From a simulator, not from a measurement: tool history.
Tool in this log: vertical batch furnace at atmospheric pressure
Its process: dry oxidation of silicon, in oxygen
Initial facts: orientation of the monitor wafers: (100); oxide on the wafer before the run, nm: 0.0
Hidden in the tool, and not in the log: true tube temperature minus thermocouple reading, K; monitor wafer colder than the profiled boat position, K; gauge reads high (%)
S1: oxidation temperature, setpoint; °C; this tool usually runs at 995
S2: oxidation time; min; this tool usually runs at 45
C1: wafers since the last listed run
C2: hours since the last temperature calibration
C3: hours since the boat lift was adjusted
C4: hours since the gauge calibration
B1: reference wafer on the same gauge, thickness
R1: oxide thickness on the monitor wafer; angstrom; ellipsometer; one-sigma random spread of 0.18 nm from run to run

run    hour    S1    S2    C1      C2      C3      C4     B1     R1
  1       0   995    55     0  1046.4  4082.8   893.6  46.19  481.6
  2    61.7   995    55   857  1108.1  4144.5   955.3  46.17  480.8
  3   125.4   995    55   885  1171.8  4208.2    1019   46.2  481.6
  4   168.9   995    45   604  1215.3  4251.7  1062.5  46.24  426.1
  5     256   995    45  1210  1302.4  4338.8  1149.6  46.17  423.9
  6   333.8   995    45  1080  1380.2  4416.6  1227.4  46.19  427.9
  7   372.8   995  28.5   541  1419.2  4455.6  1266.4  46.18  327.8
  8   413.6   995  28.5   566    1460  4496.4  1307.2  46.19  327.5
  9   486.4   995  28.5  1011  1532.8  4569.2    1380  46.16  328.8
 10   529.7  1009    45   601  1576.1  4612.5  1423.3  46.18    496
 11   625.1  1009    45  1325  1671.5  4707.9  1518.7  46.19  497.9
      683.5  -- boat lift adjusted
 12   705.6   995    45   785    1752    22.1  1599.2  46.19  434.5
 13   771.9   980    66   921  1818.3    88.4  1665.5  46.16  476.6
 14   860.7   995    65  1233  1907.1   177.2  1754.3  46.21  552.4
 15   947.5  1012    25  1206  1993.9     264  1841.1   46.2  363.9
 16  1038.4   995    45  1262  2084.8   354.9    1932  46.19  441.6
     1065.1  -- thermocouples replaced and temperature profile calibrated
 17  1098.6  1012    25   502    33.5   415.1  1992.2  46.19  346.9
     1169.6  -- gauge calibrated
 18    1187   995    45  1228   121.9   503.5    17.4  46.19    417
 19  1266.6  1011    24  1105   201.5   583.1      97   46.2  337.6
 20  1351.8   995    45  1183   286.7   668.3   182.2   46.2  417.9
 21  1399.1  1007  30.5   657     334   715.6   229.5  46.23    373
 22    1455  1005    63   776   389.9   771.5   285.4  46.25  570.2
 23  1637.2   982  29.5  2531   572.1   953.7   467.6  46.19  284.4
 24  1681.6  1015    34   616   616.5   998.1     512  46.14  430.2
 25    1718  1019    51   505   652.9  1034.5   548.4  46.19  568.8

Exercise: give the hidden state of the tool at every run:
monitor wafer colder than the profiled boat position, K: 0, the same for each run
gauge reads high (%): 0, the same for each run
H1: true tube temperature minus thermocouple reading, K
run     H1
  1   1.63
  2   1.82
  3   2.02
  4   2.17
  5   2.48
  6   2.78
  7   2.93
  8    3.1
  9   3.41
 10    3.6
 11   4.04
 12   4.43
 13   4.77
 14   5.24
 15   5.72
 16   6.25
 17  0.151
 18  0.171
 19  0.207
 20  0.267
 21  0.308
 22  0.366
 23  0.615
 24   0.69
 25  0.756
